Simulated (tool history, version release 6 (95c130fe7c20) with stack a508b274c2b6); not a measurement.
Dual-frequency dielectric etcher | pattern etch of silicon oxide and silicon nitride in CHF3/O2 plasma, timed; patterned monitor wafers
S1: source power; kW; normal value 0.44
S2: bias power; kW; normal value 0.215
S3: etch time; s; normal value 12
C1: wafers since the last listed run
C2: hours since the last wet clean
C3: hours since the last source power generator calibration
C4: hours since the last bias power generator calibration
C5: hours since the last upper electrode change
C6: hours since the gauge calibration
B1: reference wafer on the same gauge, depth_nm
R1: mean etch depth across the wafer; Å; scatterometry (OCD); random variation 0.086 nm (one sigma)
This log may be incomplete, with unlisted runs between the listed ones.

| run | day | S1 | S2 | S3 | C1 | C2 | C3 | C4 | C5 | C6 | B1 | R1 |
|---|---|---|---|---|---|---|---|---|---|---|---|---|
| 1 | 0 | 0.44 | 0.215 | 12 | 0 | 419.9 | 4101.3 | 3356 | 5975.1 | 28.2 | 13.7 | 160.7 |
| 2 | 0.575 | 0.44 | 0.215 | 12 | 121 | 433.7 | 4115.1 | 3369.8 | 5988.9 | 42 | 13.71 | 159.4 |
| 3 | 1.121 | 0.44 | 0.215 | 12 | 115 | 446.8 | 4128.2 | 3382.9 | 6002 | 55.1 | 13.72 | 157.8 |
| 4 | 1.817 | 0.44 | 0.215 | 11 | 147 | 463.5 | 4144.9 | 3399.6 | 6018.7 | 71.8 | 13.7 | 144.9 |
| 5 | 2.129 | 0.44 | 0.215 | 11 | 66 | 471 | 4152.4 | 3407.1 | 6026.2 | 79.3 | 13.68 | 145.4 |
| 6 | 2.629 | 0.44 | 0.215 | 11 | 105 | 483 | 4164.4 | 3419.1 | 6038.2 | 91.3 | 13.68 | 145.1 |
|  | 2.817 | gauge calibrated |
|  | 2.971 | bias power generator calibrated |
|  | 3.683 | upper electrode replaced, of another model than before |
|  | 3.879 | wet clean of the chamber |
| 7 | 3.9 | 0.44 | 0.215 | 12 | 41 | 0.5 | 4194.9 | 22.3 | 5.2 | 26 | 13.68 | 168.9 |
| 8 | 3.912 | 0.44 | 0.215 | 12 | 2 | 0.8 | 4195.2 | 22.6 | 5.5 | 26.3 | 13.71 | 168.4 |
| 9 | 4.475 | 0.44 | 0.215 | 12 | 118 | 14.3 | 4208.7 | 36.1 | 19 | 39.8 | 13.69 | 169.2 |
| 10 | 5.15 | 0.4 | 0.241 | 13 | 142 | 30.5 | 4224.9 | 52.3 | 35.2 | 56 | 13.71 | 190.9 |
| 11 | 5.538 | 0.44 | 0.215 | 12 | 81 | 39.8 | 4234.2 | 61.6 | 44.5 | 65.3 | 13.69 | 169.1 |
| 12 | 6.067 | 0.39 | 0.163 | 9 | 111 | 52.5 | 4246.9 | 74.3 | 57.2 | 78 | 13.71 | 95.1 |
| 13 | 6.471 | 0.44 | 0.215 | 9 | 85 | 62.2 | 4256.6 | 84 | 66.9 | 87.7 | 13.72 | 126.2 |
|  | 6.608 | gauge calibrated |
|  | 6.729 | source power generator calibrated |
| 14 | 7.208 | 0.55 | 0.173 | 12 | 120 | 79.9 | 11.5 | 101.7 | 84.6 | 14.4 | 13.68 | 157.2 |
| 15 | 7.954 | 0.44 | 0.23 | 10 | 157 | 97.8 | 29.4 | 119.6 | 102.5 | 32.3 | 13.72 | 147.3 |
| 16 | 8.325 | 0.34 | 0.165 | 10.5 | 78 | 106.7 | 38.3 | 128.5 | 111.4 | 41.2 | 13.73 | 105.3 |
| 17 | 8.692 | 0.44 | 0.215 | 11 | 77 | 115.5 | 47.1 | 137.3 | 120.2 | 50 | 13.7 | 153.7 |

Some steps in R1 between neighbouring runs. How much of each would the tool show without its hidden state too (settings, what came in, random variation), and how much is left for the hidden state, with any gauge scatter that isn't in both results?
Hidden state present: etch rate over this chamber's usual, %; source power that arrives over what is set, %; bias power that arrives over what is set, %; gauge reads high (%).
Run 6 -> 7: S3 11 -> 12, gauge calibrated, bias power generator calibrated, upper electrode replaced, of another model than before, wet clean of the chamber. R1 +23.8 Å: hidden state +10.3, all else +13.5.
Run 11 -> 12: S1 0.44 -> 0.39, S2 0.215 -> 0.163, S3 12 -> 9. R1 -74 Å: hidden state -0.2, all else -73.8.
